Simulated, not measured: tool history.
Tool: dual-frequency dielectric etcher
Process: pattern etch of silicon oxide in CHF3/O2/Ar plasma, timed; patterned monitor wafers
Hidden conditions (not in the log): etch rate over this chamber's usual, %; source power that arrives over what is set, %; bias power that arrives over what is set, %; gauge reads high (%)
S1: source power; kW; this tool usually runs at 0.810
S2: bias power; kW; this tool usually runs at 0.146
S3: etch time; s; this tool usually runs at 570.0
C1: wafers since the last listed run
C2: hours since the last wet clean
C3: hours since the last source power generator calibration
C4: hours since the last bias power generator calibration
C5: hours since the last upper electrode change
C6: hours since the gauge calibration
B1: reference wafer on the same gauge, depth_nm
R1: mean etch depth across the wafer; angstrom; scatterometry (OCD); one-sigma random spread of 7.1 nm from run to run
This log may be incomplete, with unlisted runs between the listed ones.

| run | hour | S1 | S2 | S3 | C1 | C2 | C3 | C4 | C5 | C6 | B1 | R1 |
|---|---|---|---|---|---|---|---|---|---|---|---|---|
| 1 | 0.0 | 0.810 | 0.138 | 570.0 | 0 | 374.2 | 3760.9 | 4335.8 | 2982.9 | 0.1 | 1191.1 | 10286 |
| 2 | 27.8 | 0.810 | 0.138 | 570.0 | 87 | 402.0 | 3788.7 | 4363.6 | 3010.7 | 27.9 | 1190.1 | 10255 |
| 3 | 59.0 | 0.810 | 0.146 | 570.0 | 98 | 433.2 | 3819.9 | 4394.8 | 3041.9 | 59.1 | 1189.6 | 10526 |
| 4 | 110.4 | 0.810 | 0.146 | 570.0 | 161 | 484.6 | 3871.3 | 4446.2 | 3093.3 | 110.5 | 1189.8 | 10492 |
| 5 | 147.2 | 0.810 | 0.146 | 570.0 | 115 | 521.4 | 3908.1 | 4483.0 | 3130.1 | 147.3 | 1189.0 | 10286 |
| 6 | 172.7 | 0.810 | 0.146 | 669.5 | 80 | 546.9 | 3933.6 | 4508.5 | 3155.6 | 172.8 | 1188.6 | 11982 |
|  | 243.3 | wet clean of the chamber |
| 7 | 243.8 | 0.720 | 0.128 | 570.0 | 148 | 0.5 | 4004.7 | 4579.6 | 3226.7 | 243.9 | 1189.7 | 9632 |
| 8 | 260.6 | 0.810 | 0.146 | 570.0 | 52 | 17.3 | 4021.5 | 4596.4 | 3243.5 | 260.7 | 1190.8 | 10760 |
| 9 | 314.3 | 0.810 | 0.146 | 570.0 | 169 | 71.0 | 4075.2 | 4650.1 | 3297.2 | 314.4 | 1191.5 | 10845 |
| 10 | 372.0 | 0.810 | 0.146 | 570.0 | 181 | 128.7 | 4132.9 | 4707.8 | 3354.9 | 372.1 | 1189.9 | 10812 |
| 11 | 439.1 | 0.810 | 0.146 | 444.0 | 211 | 195.8 | 4200.0 | 4774.9 | 3422.0 | 439.2 | 1192.4 | 8373 |
| 12 | 488.4 | 0.810 | 0.146 | 444.0 | 155 | 245.1 | 4249.3 | 4824.2 | 3471.3 | 488.5 | 1187.1 | 8185 |
| 13 | 515.2 | 0.810 | 0.146 | 570.0 | 84 | 271.9 | 4276.1 | 4851.0 | 3498.1 | 515.3 | 1189.1 | 10631 |
|  | 520.5 | source power generator calibrated |
| 14 | 541.2 | 1.010 | 0.146 | 401.0 | 69 | 297.9 | 20.7 | 4877.0 | 3524.1 | 541.3 | 1191.8 | 8416 |
| 15 | 570.1 | 0.810 | 0.146 | 570.0 | 91 | 326.8 | 49.6 | 4905.9 | 3553.0 | 570.2 | 1191.8 | 10416 |
|  | 617.3 | bias power generator calibrated |
| 16 | 668.0 | 0.640 | 0.146 | 570.0 | 295 | 424.7 | 147.5 | 50.7 | 3650.9 | 668.1 | 1190.4 | 8974 |
| 17 | 702.3 | 0.930 | 0.146 | 694.5 | 108 | 459.0 | 181.8 | 85.0 | 3685.2 | 702.4 | 1189.9 | 13808 |
| 18 | 753.2 | 0.980 | 0.173 | 515.0 | 160 | 509.9 | 232.7 | 135.9 | 3736.1 | 753.3 | 1187.9 | 11125 |
|  | 906.1 | upper electrode replaced |
|  | 970.4 | wet clean of the chamber |
| 19 | 970.9 | 1.000 | 0.146 | 683.0 | 534 | 0.5 | 450.4 | 353.6 | 64.8 | 971.0 | 1188.7 | 14720 |
| 20 | 992.4 | 0.810 | 0.146 | 694.0 | 67 | 22.0 | 471.9 | 375.1 | 86.3 | 992.5 | 1190.3 | 13055 |
| 21 | 1029.8 | 0.810 | 0.146 | 570.0 | 117 | 59.4 | 509.3 | 412.5 | 123.7 | 1029.9 | 1189.9 | 10788 |
|  | 1045.5 | gauge calibrated |
| 22 | 1079.9 | 0.810 | 0.146 | 618.0 | 157 | 109.5 | 559.4 | 462.6 | 173.8 | 34.4 | 1188.7 | 11649 |
| 23 | 1207.3 | 0.810 | 0.146 | 637.5 | 401 | 236.9 | 686.8 | 590.0 | 301.2 | 161.8 | 1190.3 | 11880 |
| 24 | 1274.5 | 0.940 | 0.164 | 570.0 | 211 | 304.1 | 754.0 | 657.2 | 368.4 | 229.0 | 1190.7 | 11968 |
| 25 | 1314.3 | 0.810 | 0.177 | 570.0 | 125 | 343.9 | 793.8 | 697.0 | 408.2 | 268.8 | 1187.1 | 11260 |
| 26 | 1339.6 | 0.940 | 0.164 | 570.0 | 79 | 369.2 | 819.1 | 722.3 | 433.5 | 294.1 | 1190.6 | 12069 |

Forecast each of these 4 alternatives for the next run:
| A | 1340.2 | 0.810 | 0.146 | 570.0 | 1 | 369.8 | 819.7 | 722.9 | 434.1 | 294.7 | ? | ? |
| B | 1340.2 | 0.950 | 0.146 | 486.5 | 1 | 369.8 | 819.7 | 722.9 | 434.1 | 294.7 | ? | ? |
| C | 1340.2 | 0.920 | 0.146 | 663.5 | 1 | 369.8 | 819.7 | 722.9 | 434.1 | 294.7 | ? | ? |
| D | 1340.2 | 0.640 | 0.171 | 623.5 | 1 | 369.8 | 819.7 | 722.9 | 434.1 | 294.7 | ? | ? |

| run | B1 | R1 |
|---|---|---|
| A | 1191.2 | 10495 |
| B | 1191.2 | 9824 |
| C | 1191.2 | 13158 |
| D | 1191.2 | 10478 |
Take away the tool's hidden state, keep each run's random variation, and the runs would have read:
| run | R1 |
|---|---|
| A | 10819 |
| B | 10127 |
| C | 13564 |
| D | 10801 |
